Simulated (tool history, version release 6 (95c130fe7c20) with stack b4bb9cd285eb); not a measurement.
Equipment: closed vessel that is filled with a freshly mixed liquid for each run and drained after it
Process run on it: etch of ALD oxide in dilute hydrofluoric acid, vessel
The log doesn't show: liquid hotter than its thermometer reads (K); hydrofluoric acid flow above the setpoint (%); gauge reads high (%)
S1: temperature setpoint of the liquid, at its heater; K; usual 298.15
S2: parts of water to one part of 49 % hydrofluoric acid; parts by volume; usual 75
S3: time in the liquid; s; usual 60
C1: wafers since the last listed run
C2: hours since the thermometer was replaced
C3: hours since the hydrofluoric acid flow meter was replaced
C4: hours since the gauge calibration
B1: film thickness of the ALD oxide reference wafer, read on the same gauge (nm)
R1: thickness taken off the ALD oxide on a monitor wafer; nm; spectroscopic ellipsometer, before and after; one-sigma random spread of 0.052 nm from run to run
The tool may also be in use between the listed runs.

Run 1, hour 0.0: usual settings; C1 0; C2 1018.7; C3 1692.0; C4 496.0; B1 50.03. Result: R1 8.51 nm.
At hour 101.6: gauge calibrated.
Run 2, hour 110.6: usual settings; C1 7890; C2 1129.3; C3 1802.6; C4 9.0; B1 50.04. Result: R1 8.44 nm.
Run 3, hour 161.2: usual settings; C1 3610; C2 1179.9; C3 1853.2; C4 59.6; B1 50.02. Result: R1 8.59 nm.
Run 4, hour 198.2: usual settings; C1 2639; C2 1216.9; C3 1890.2; C4 96.6; B1 50.05. Result: R1 8.46 nm.
Run 5, hour 230.3: usual settings; C1 2290; C2 1249.0; C3 1922.3; C4 128.7; B1 49.99. Result: R1 8.38 nm.
Run 6, hour 296.2: usual settings but S1 297.15 K; C1 4701; C2 1314.9; C3 1988.2; C4 194.6; B1 50.02. Result: R1 8.16 nm.
Run 7, hour 366.4: usual settings but S1 297.15 K; C1 5008; C2 1385.1; C3 2058.4; C4 264.8; B1 50.02. Result: R1 8.11 nm.
Run 8, hour 429.1: usual settings but S1 297.15 K; C1 4473; C2 1447.8; C3 2121.1; C4 327.5; B1 49.97. Result: R1 8.11 nm.
Run 9, hour 455.1: usual settings but S1 300.15 K; C1 1854; C2 1473.8; C3 2147.1; C4 353.5; B1 50.05. Result: R1 9.05 nm.
Run 10, hour 508.3: usual settings; C1 3795; C2 1527.0; C3 2200.3; C4 406.7; B1 50.01. Result: R1 8.46 nm.
Run 11, hour 550.8: usual settings but S2 40 parts by volume, S3 40 s; C1 3032; C2 1569.5; C3 2242.8; C4 449.2; B1 50.00. Result: R1 11.10 nm.
Run 12, hour 576.4: usual settings but S3 95 s; C1 1826; C2 1595.1; C3 2268.4; C4 474.8; B1 50.01. Result: R1 13.50 nm.
At hour 634.8: gauge calibrated.
At hour 639.5: thermometer replaced.
Run 13, hour 748.4: usual settings but S1 302.15 K, S2 115 parts by volume, S3 85 s; C1 12199; C2 108.9; C3 2440.4; C4 113.6; B1 49.96. Result: R1 8.71 nm.
At hour 770.9: hydrofluoric acid flow meter replaced.
Run 14, hour 812.2: usual settings; C1 4480; C2 172.7; C3 41.3; C4 177.4; B1 50.00. Result: R1 8.36 nm.
Run 15, hour 881.2: usual settings but S1 296.65 K, S2 110 parts by volume; C1 4922; C2 241.7; C3 110.3; C4 246.4; B1 50.02. Result: R1 5.16 nm.
Run 16, hour 950.7: usual settings but S1 299.65 K, S2 45 parts by volume, S3 70 s; C1 4958; C2 311.2; C3 179.8; C4 315.9; B1 50.03. Result: R1 18.49 nm.
Run 17, hour 995.5: usual settings but S1 300.65 K, S2 100 parts by volume, S3 40 s; C1 3196; C2 356.0; C3 224.6; C4 360.7; B1 49.98. Result: R1 4.48 nm.
Run 18, hour 1020.3: usual settings but S3 90 s; C1 1769; C2 380.8; C3 249.4; C4 385.5; B1 49.98. Result: R1 12.77 nm.

3 options for the next run, each taken on its own from the tool as it stands now. Forecast them:
Run A, hour 1021.0: usual settings; C1 49; C2 381.5; C3 250.1; C4 386.2; B1 ?. Result: R1 ?.
Run B, hour 1021.0: usual settings but S2 90 parts by volume; C1 49; C2 381.5; C3 250.1; C4 386.2; B1 ?. Result: R1 ?.
Run C, hour 1021.0: usual settings but S3 80 s; C1 49; C2 381.5; C3 250.1; C4 386.2; B1 ?. Result: R1 ?.

run     B1     R1
  A  49.98   8.45
  B  49.98   6.91
  C  49.98  11.27
The same runs, with their run-to-run variation unchanged, on a tool lacking any hidden condition would have given:
run     R1
  A   8.45
  B   6.91
  C  11.27
